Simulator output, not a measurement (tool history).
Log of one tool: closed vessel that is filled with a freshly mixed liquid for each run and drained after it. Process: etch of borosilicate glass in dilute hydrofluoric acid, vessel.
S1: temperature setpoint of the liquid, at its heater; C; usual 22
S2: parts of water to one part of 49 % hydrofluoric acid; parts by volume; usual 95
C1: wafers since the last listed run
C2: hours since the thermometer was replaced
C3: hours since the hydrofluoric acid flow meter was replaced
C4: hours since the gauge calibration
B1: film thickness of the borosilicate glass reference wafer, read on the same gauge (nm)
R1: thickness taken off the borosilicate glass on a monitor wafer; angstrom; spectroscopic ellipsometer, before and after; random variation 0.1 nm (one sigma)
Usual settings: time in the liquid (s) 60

run 1 hour=0 | S1=20.5 S2=95 time_in_the_liquid_(s)=45 | C1=0 C2=159.4 C3=399.6 C4=375.7 | B1=59.99 | R1=79
run 2 hour=36.1 | S1=19 S2=95 time_in_the_liquid_(s)=60 | C1=2585 C2=195.5 C3=435.7 C4=411.8 | B1=59.98 | R1=100.1
run 3 hour=79 | S1=22 S2=95 time_in_the_liquid_(s)=60 | C1=3072 C2=238.4 C3=478.6 C4=454.7 | B1=60.02 | R1=113.4
run 4 hour=110.6 | S1=22 S2=95 time_in_the_liquid_(s)=60 | C1=2263 C2=270 C3=510.2 C4=486.3 | B1=60.02 | R1=111
run 5 hour=180.1 | S1=18.5 S2=95 time_in_the_liquid_(s)=70 | C1=4977 C2=339.5 C3=579.7 C4=555.8 | B1=60.03 | R1=114.1
run 6 hour=244.9 | S1=25 S2=60 time_in_the_liquid_(s)=60 | C1=4640 C2=404.3 C3=644.5 C4=620.6 | B1=60.02 | R1=207.2
run 7 hour=289.6 | S1=22 S2=85 time_in_the_liquid_(s)=60 | C1=3201 C2=449 C3=689.2 C4=665.3 | B1=59.99 | R1=127.4
run 8 hour=360.6 | S1=22 S2=85 time_in_the_liquid_(s)=60 | C1=5084 C2=520 C3=760.2 C4=736.3 | B1=60.01 | R1=128
run 9 hour=409.2 | S1=22 S2=95 time_in_the_liquid_(s)=40 | C1=3480 C2=568.6 C3=808.8 C4=784.9 | B1=59.99 | R1=73.5
-- hour=449.3 thermometer replaced
run 10 hour=473.1 | S1=22 S2=95 time_in_the_liquid_(s)=40 | C1=4504 C2=23.8 C3=872.7 C4=848.8 | B1=60.02 | R1=75.2
run 11 hour=510.3 | S1=22 S2=95 time_in_the_liquid_(s)=70 | C1=2664 C2=61 C3=909.9 C4=886 | B1=60.02 | R1=129
-- hour=571.4 gauge calibrated
run 12 hour=581 | S1=22 S2=95 time_in_the_liquid_(s)=70 | C1=5063 C2=131.7 C3=980.6 C4=9.6 | B1=60.04 | R1=132.6
run 13 hour=630.1 | S1=22 S2=95 time_in_the_liquid_(s)=70 | C1=3516 C2=180.8 C3=1029.7 C4=58.7 | B1=59.99 | R1=131.3
run 14 hour=677.2 | S1=18 S2=75 time_in_the_liquid_(s)=60 | C1=3373 C2=227.9 C3=1076.8 C4=105.8 | B1=60 | R1=123.3
run 15 hour=735.1 | S1=18 S2=50 time_in_the_liquid_(s)=40 | C1=4146 C2=285.8 C3=1134.7 C4=163.7 | B1=60 | R1=126.2
run 16 hour=780.8 | S1=22 S2=95 time_in_the_liquid_(s)=75 | C1=3272 C2=331.5 C3=1180.4 C4=209.4 | B1=60 | R1=142.6
run 17 hour=808.9 | S1=18 S2=145 time_in_the_liquid_(s)=30 | C1=2012 C2=359.6 C3=1208.5 C4=237.5 | B1=60.02 | R1=29.9
-- hour=814.2 hydrofluoric acid flow meter replaced
run 18 hour=835.2 | S1=22 S2=95 time_in_the_liquid_(s)=60 | C1=1811 C2=385.9 C3=21 C4=263.8 | B1=60 | R1=114.4
run 19 hour=867.1 | S1=22 S2=125 time_in_the_liquid_(s)=60 | C1=2284 C2=417.8 C3=52.9 C4=295.7 | B1=60 | R1=82.2
run 20 hour=894.7 | S1=25.5 S2=135 time_in_the_liquid_(s)=60 | C1=1976 C2=445.4 C3=80.5 C4=323.3 | B1=59.98 | R1=86.2
run 21 hour=927.5 | S1=22 S2=115 time_in_the_liquid_(s)=75 | C1=2348 C2=478.2 C3=113.3 C4=356.1 | B1=60.01 | R1=112
run 22 hour=999.1 | S1=22 S2=95 time_in_the_liquid_(s)=60 | C1=5127 C2=549.8 C3=184.9 C4=427.7 | B1=59.99 | R1=110.8
run 23 hour=1058.6 | S1=23.5 S2=95 time_in_the_liquid_(s)=40 | C1=4261 C2=609.3 C3=244.4 C4=487.2 | B1=60.02 | R1=80.8
-- hour=1085.4 thermometer replaced
run 24 hour=1129.2 | S1=22 S2=95 time_in_the_liquid_(s)=60 | C1=4984 C2=43.8 C3=315 C4=557.8 | B1=60.02 | R1=110.7
run 25 hour=1181.7 | S1=24 S2=60 time_in_the_liquid_(s)=60 | C1=3759 C2=96.3 C3=367.5 C4=610.3 | B1=60 | R1=200.5
run 26 hour=1226.5 | S1=19 S2=140 time_in_the_liquid_(s)=75 | C1=3208 C2=141.1 C3=412.3 C4=655.1 | B1=60.02 | R1=81.3

Forecast each of these 3 alternatives for the next run:
run A hour=1227.2 | S1=22 S2=95 time_in_the_liquid_(s)=60 | C1=50 C2=141.8 C3=413 C4=655.8 | B1=? | R1=?
run B hour=1227.2 | S1=22 S2=135 time_in_the_liquid_(s)=35 | C1=50 C2=141.8 C3=413 C4=655.8 | B1=? | R1=?
run C hour=1227.2 | S1=25 S2=80 time_in_the_liquid_(s)=30 | C1=50 C2=141.8 C3=413 C4=655.8 | B1=? | R1=?

run=A B1=60.05 R1=111.8
run=B B1=60.05 R1=43.8
run=C B1=60.05 R1=76.3
Without the tool's hidden state the same runs would have given:
run=A R1=111.8
run=B R1=43.8
run=C R1=76.3

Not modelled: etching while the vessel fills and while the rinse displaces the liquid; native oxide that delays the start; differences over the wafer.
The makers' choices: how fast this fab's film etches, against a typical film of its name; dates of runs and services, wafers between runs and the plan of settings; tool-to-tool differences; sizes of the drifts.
